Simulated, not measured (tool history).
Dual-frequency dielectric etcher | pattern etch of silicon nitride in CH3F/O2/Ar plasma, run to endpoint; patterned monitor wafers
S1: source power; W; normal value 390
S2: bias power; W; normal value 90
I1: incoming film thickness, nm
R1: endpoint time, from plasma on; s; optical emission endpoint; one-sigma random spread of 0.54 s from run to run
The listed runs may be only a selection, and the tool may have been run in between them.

| run | hour | S1 | S2 | I1 | R1 |
|---|---|---|---|---|---|
| 1 | 0.0 | 390 | 90 | 51.8 | 68.2 |
| 2 | 20.3 | 390 | 90 | 51.7 | 68.3 |
| 3 | 43.0 | 390 | 90 | 52.2 | 69.9 |
| 4 | 69.2 | 390 | 90 | 51.6 | 67.6 |
| 5 | 99.1 | 390 | 90 | 51.8 | 68.0 |
| 6 | 124.5 | 390 | 90 | 52.2 | 68.8 |
| 7 | 149.6 | 390 | 90 | 51.4 | 66.9 |
| 8 | 173.0 | 390 | 90 | 52.0 | 67.7 |
| 9 | 192.4 | 390 | 90 | 51.9 | 67.0 |
| 10 | 216.8 | 390 | 90 | 52.1 | 68.5 |
| 11 | 233.3 | 390 | 90 | 51.6 | 66.8 |
|  | 266.8 | bias power generator calibrated |
| 12 | 267.6 | 390 | 90 | 51.7 | 67.1 |
| 13 | 283.4 | 390 | 90 | 51.6 | 66.0 |
| 14 | 312.4 | 360 | 70 | 51.3 | 73.4 |
|  | 332.5 | source power generator calibrated |
|  | 346.5 | wet clean of the chamber |
| 15 | 347.0 | 390 | 90 | 52.0 | 69.2 |
| 16 | 372.6 | 460 | 106 | 52.2 | 63.3 |
|  | 407.3 | upper electrode replaced |
| 17 | 407.8 | 360 | 104 | 51.3 | 65.5 |
| 18 | 411.0 | 390 | 90 | 51.6 | 68.3 |
| 19 | 423.6 | 290 | 72 | 51.4 | 79.5 |
| 20 | 452.7 | 390 | 111 | 52.0 | 64.0 |
| 21 | 475.2 | 290 | 98 | 51.9 | 70.1 |
| 22 | 547.3 | 480 | 90 | 51.5 | 64.9 |
| 23 | 625.5 | 450 | 68 | 51.5 | 73.0 |
| 24 | 644.3 | 320 | 105 | 51.8 | 65.3 |

Predict each of these 3 candidate next runs independently; none follows another, all start after run 24:
| A | 644.7 | 390 | 90 | 51.7 | ? |
| B | 644.7 | 480 | 80 | 51.7 | ? |
| C | 644.7 | 320 | 108 | 51.7 | ? |

| run | R1 |
|---|---|
| A | 66.6 |
| B | 66.9 |
| C | 64.1 |
Without the tool's hidden state the same runs would have given:
| run | R1 |
|---|---|
| A | 68.9 |
| B | 69.2 |
| C | 66.4 |

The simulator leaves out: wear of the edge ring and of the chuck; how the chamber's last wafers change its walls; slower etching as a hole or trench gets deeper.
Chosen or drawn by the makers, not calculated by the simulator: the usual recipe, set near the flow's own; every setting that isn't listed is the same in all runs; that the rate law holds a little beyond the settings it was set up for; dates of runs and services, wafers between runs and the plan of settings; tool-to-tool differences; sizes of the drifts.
